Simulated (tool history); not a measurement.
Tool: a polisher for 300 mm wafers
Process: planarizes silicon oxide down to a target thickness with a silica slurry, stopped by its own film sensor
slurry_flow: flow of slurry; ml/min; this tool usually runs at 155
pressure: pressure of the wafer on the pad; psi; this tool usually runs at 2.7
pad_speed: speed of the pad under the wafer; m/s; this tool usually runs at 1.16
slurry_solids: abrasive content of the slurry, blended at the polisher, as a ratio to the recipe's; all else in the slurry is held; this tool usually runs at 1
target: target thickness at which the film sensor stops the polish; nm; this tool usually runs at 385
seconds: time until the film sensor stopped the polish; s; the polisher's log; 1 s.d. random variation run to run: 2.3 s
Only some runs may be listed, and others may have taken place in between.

run    hour  slurry_flow  pressure  pad_speed  slurry_solids  target  wafers since the last listed run  wafers polished on this pad  hours since the slurry nozzle was cleaned  hours since the head pressure was calibrated  hours since the slurry blender was calibrated  hours since the conditioning disc was replaced  incoming thickness of the incoming film, nm  seconds
  1       0          155       2.7       1.16              1     385                                 0                         1337                                      527.3                                         200.5                                          398.5                                           295.8                                          617    124.3
       58.1  -- slurry blender recalibrated
  2    70.3          155       2.7       1.16              1     385                               330                         1667                                      597.6                                         270.8                                           12.2                                           366.1                                        616.1    123.2
        111  -- slurry nozzle cleaned
      165.9  -- conditioning disc replaced and pad reconditioned
      171.7  -- worn pad replaced by a new one
  3     193          155       2.7       1.16            1.1     328                               560                          103                                         82                                         393.5                                          134.9                                            27.1                                        601.5    135.7
  4     294          155       2.7       1.16           1.15     385                               489                          592                                        183                                         494.5                                          235.9                                           128.1                                        607.5    111.5
  5   396.8          155       2.7       1.16           1.15     385                               497                         1089                                      285.8                                         597.3                                          338.7                                           230.9                                          611    111.7
  6   494.8          155       2.7       1.16           1.15     385                               474                         1564                                      383.8                                         695.3                                          436.7                                           328.9                                        614.2    113.9
      565.2  -- slurry blender recalibrated
      569.8  -- worn pad replaced by a new one
        686  -- conditioning disc replaced and pad reconditioned
  7   723.7          155       2.7       1.16              1     385                              1069                          735                                      612.7                                         924.2                                          158.5                                            37.7                                        605.6    116.7
      738.2  -- slurry nozzle cleaned
  8   832.5          155       2.7       0.84              1     385                               521                         1257                                       94.3                                          1033                                          267.3                                           146.5                                        615.3      156
  9   910.1          155       2.7       0.84              1     385                               375                         1633                                      171.9                                        1110.6                                          344.9                                           224.1                                        598.3    140.9
     1008.4  -- worn pad replaced by a new one
     1009.1  -- slurry blender recalibrated
 10  1009.6          155       2.7       0.84              1     385                               458                            2                                      271.4                                        1210.1                                            0.5                                           323.6                                        616.4      158
 11  1096.3          155       2.7       1.16              1     385                               419                          422                                      358.1                                        1296.8                                           87.2                                           410.3                                        618.5    126.8
     1162.8  -- conditioning disc replaced and pad reconditioned
 12    1189          105       2.7       1.16              1     385                               439                          861                                      450.8                                        1389.5                                          179.9                                            26.2                                        617.1    131.9
 13    1244          155       2.7       1.16              1     429                               266                         1127                                      505.8                                        1444.5                                          234.9                                            81.2                                        617.8     97.1
     1365.8  -- head pressure recalibrated
     1435.4  -- worn pad replaced by a new one
     1460.8  -- slurry blender recalibrated
 14  1476.8          105       2.7       1.16           1.15     385                              1088                          190                                      738.6                                           111                                             16                                             314                                        609.6    114.7
     1486.6  -- slurry nozzle cleaned
 15  1514.6          155       2.7       0.82              1     385                               178                          369                                         28                                         148.8                                           53.8                                           351.8                                        614.2    149.8
 16  1592.1          125       2.4       1.44              1     385                               375                          744                                      105.5                                         226.3                                          131.3                                           429.3                                        608.1    101.6
 17  1634.4          155       2.7       1.16              1     385                               204                          949                                      147.8                                         268.6                                          173.6                                           471.6                                        599.8    108.7
     1682.6  -- conditioning disc replaced and pad reconditioned
 18  1707.7          155       2.7       1.16              1     437                               345                         1294                                      221.1                                         341.9                                          246.9                                            25.1                                        608.5     84.2
     1829.6  -- head pressure recalibrated, repeated, since the last time left the tool worse
 19  1858.9          155       2.9       1.16            0.8     385                               722                         2016                                      372.3                                          29.3                                          398.1                                           176.3                                        619.4    139.1
 20  1901.8          155       2.7       1.16              1     385                               207                         2224                                      415.2                                          72.2                                            441                                           219.2                                        609.3    125.2
     1942.4  -- worn pad replaced by a new one
 21    1952          155       2.7       0.88              1     385                               223                           46                                      465.4                                         122.4                                          491.2                                           269.4                                        615.5    152.3
     1967.8  -- slurry blender recalibrated
     2202.9  -- conditioning disc replaced and pad reconditioned
     2228.4  -- slurry nozzle cleaned
 22  2264.2          155       2.7       1.52              1     385                              1487                         1533                                       35.8                                         434.6                                          296.4                                            61.3                                        617.2     98.3
 23  2313.2          105       2.7       1.46              1     385                               237                         1771                                       84.8                                         483.6                                          345.4                                           110.3                                        614.2    111.7

Predict each of these 5 candidate next runs independently; none follows another, all start after run 23:
  A  2313.7          155       2.7       1.16              1     385                                 2                         1773                                       85.3                                         484.1                                          345.9                                           110.8                                          617        ?
  B  2313.7          205       2.9       1.16           0.85     385                                 2                         1773                                       85.3                                         484.1                                          345.9                                           110.8                                          617        ?
  C  2313.7          155       2.7       1.28              1     385                                 2                         1773                                       85.3                                         484.1                                          345.9                                           110.8                                          617        ?
  D  2313.7          110         2       1.16            0.9     418                                 2                         1773                                       85.3                                         484.1                                          345.9                                           110.8                                          617        ?
  E  2313.7          105         2       1.04              1     445                                 2                         1773                                       85.3                                         484.1                                          345.9                                           110.8                                          617        ?

run  seconds
  A    123.7
  B      124
  C    114.3
  D    143.6
  E    129.6
Without the tool's unlogged condition, the same runs would have read:
run  seconds
  A    125.4
  B    125.7
  C    115.9
  D    145.6
  E    131.4
